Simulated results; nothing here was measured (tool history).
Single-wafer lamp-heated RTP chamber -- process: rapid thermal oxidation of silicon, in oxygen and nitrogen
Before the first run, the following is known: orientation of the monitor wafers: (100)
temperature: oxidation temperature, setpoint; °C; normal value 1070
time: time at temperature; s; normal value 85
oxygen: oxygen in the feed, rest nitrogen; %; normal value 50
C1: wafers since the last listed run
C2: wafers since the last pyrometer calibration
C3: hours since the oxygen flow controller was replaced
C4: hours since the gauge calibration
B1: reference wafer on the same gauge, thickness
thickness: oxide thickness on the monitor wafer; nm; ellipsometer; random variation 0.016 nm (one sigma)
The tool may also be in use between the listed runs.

Run 1, day 0.000: usual settings; C1 0; C2 2126; C3 1902.4; C4 269.6; B1 9.511. Result: thickness 8.169 nm.
Run 2, day 2.208: usual settings; C1 322; C2 2448; C3 1955.4; C4 322.6; B1 9.508. Result: thickness 8.162 nm.
At day 3.504: pyrometer window cleaned and pyrometer calibrated.
Run 3, day 3.942: usual settings; C1 204; C2 63; C3 1997.0; C4 364.2; B1 9.514. Result: thickness 8.062 nm.
Run 4, day 5.092: usual settings; C1 168; C2 231; C3 2024.6; C4 391.8; B1 9.512. Result: thickness 8.093 nm.
Run 5, day 13.550: usual settings; C1 1235; C2 1467; C3 2227.6; C4 594.8; B1 9.509. Result: thickness 8.147 nm.
Run 6, day 14.729: usual settings; C1 172; C2 1640; C3 2255.9; C4 623.1; B1 9.508. Result: thickness 8.125 nm.
Run 7, day 15.988: usual settings; C1 183; C2 1824; C3 2286.1; C4 653.3; B1 9.509. Result: thickness 8.141 nm.
Run 8, day 18.979: usual settings; C1 437; C2 2261; C3 2357.9; C4 725.1; B1 9.506. Result: thickness 8.168 nm.
At day 22.838: pyrometer window cleaned and pyrometer calibrated.
Run 9, day 25.233: usual settings but temperature 1059 °C; C1 865; C2 350; C3 2508.0; C4 875.2; B1 9.510. Result: thickness 7.505 nm.
Run 10, day 28.112: usual settings but temperature 1059 °C; C1 420; C2 770; C3 2577.1; C4 944.3; B1 9.509. Result: thickness 7.526 nm.
At day 29.000: oxygen flow controller replaced.
Run 11, day 30.842: usual settings; C1 350; C2 1120; C3 44.2; C4 1009.8; B1 9.513. Result: thickness 8.027 nm.
Run 12, day 32.175: usual settings; C1 194; C2 1315; C3 76.2; C4 1041.8; B1 9.510. Result: thickness 8.052 nm.
At day 36.462: gauge calibrated.
Run 13, day 38.133: usual settings but time 110 s; C1 870; C2 2186; C3 219.2; C4 40.1; B1 9.510. Result: thickness 9.110 nm.
Run 14, day 40.183: usual settings but temperature 1090 °C, time 124 s, oxygen 25 %; C1 299; C2 2485; C3 268.4; C4 89.3; B1 9.513. Result: thickness 8.575 nm.
At day 40.908: pyrometer window cleaned and pyrometer calibrated.
Run 15, day 43.100: usual settings but time 59 s, oxygen 61 %; C1 377; C2 320; C3 338.4; C4 159.3; B1 9.504. Result: thickness 7.310 nm.
Run 16, day 44.892: usual settings; C1 261; C2 582; C3 381.4; C4 202.3; B1 9.509. Result: thickness 8.059 nm.
Run 17, day 46.908: usual settings but temperature 1097 °C, time 65 s, oxygen 77 %; C1 294; C2 876; C3 429.8; C4 250.7; B1 9.512. Result: thickness 9.879 nm.
Run 18, day 48.133: usual settings but temperature 1051 °C, time 105 s, oxygen 32 %; C1 179; C2 1055; C3 459.2; C4 280.1; B1 9.508. Result: thickness 6.689 nm.
Run 19, day 50.058: usual settings but temperature 1056 °C, time 60 s; C1 281; C2 1337; C3 505.4; C4 326.3; B1 9.511. Result: thickness 6.326 nm.
Run 20, day 52.812: usual settings but temperature 1078 °C, time 48 s, oxygen 70 %; C1 402; C2 1739; C3 571.5; C4 392.4; B1 9.508. Result: thickness 7.428 nm.
Run 21, day 55.538: usual settings; C1 398; C2 2137; C3 636.9; C4 457.8; B1 9.511. Result: thickness 8.123 nm.
At day 59.283: pyrometer window cleaned and pyrometer calibrated.
Run 22, day 63.554: usual settings but temperature 1041 °C, time 111 s, oxygen 65 %; C1 1122; C2 624; C3 829.3; C4 650.2; B1 9.512. Result: thickness 8.241 nm.
Run 23, day 66.017: usual settings; C1 359; C2 983; C3 888.4; C4 709.3; B1 9.511. Result: thickness 8.126 nm.
Run 24, day 68.621: usual settings; C1 380; C2 1364; C3 950.9; C4 771.8; B1 9.503. Result: thickness 8.144 nm.
Run 25, day 69.938: usual settings; C1 192; C2 1556; C3 982.5; C4 803.4; B1 9.511. Result: thickness 8.182 nm.
Run 26, day 72.233: usual settings but oxygen 28 %; C1 335; C2 1892; C3 1037.6; C4 858.5; B1 9.505. Result: thickness 6.659 nm.

Hidden state, per run?
gauge reads high (%): 0 across all the runs
H1: true wafer temperature minus pyrometer reading, K
H2: deviation of the oxygen flow from its setpoint, %
run     H1    H2
  1   1.62  7.59
  2   1.67  7.64
  3  0.218  7.68
  4  0.471   7.7
  5   1.44  7.85
  6   1.51  7.87
  7   1.56  7.89
  8   1.66  7.93
  9  0.538     8
 10  0.958  8.04
 11   1.22   2.3
 12   1.32  2.62
 13   1.57  3.87
 14   1.62  4.25
 15  0.525  4.76
 16  0.815  5.05
 17   1.06  5.36
 18   1.18  5.53
 19   1.33   5.8
 20   1.48  6.15
 21   1.57  6.48
 22   1.07  7.29
 23   1.35   7.5
 24   1.56  7.71
 25   1.63  7.81
 26   1.74  7.97
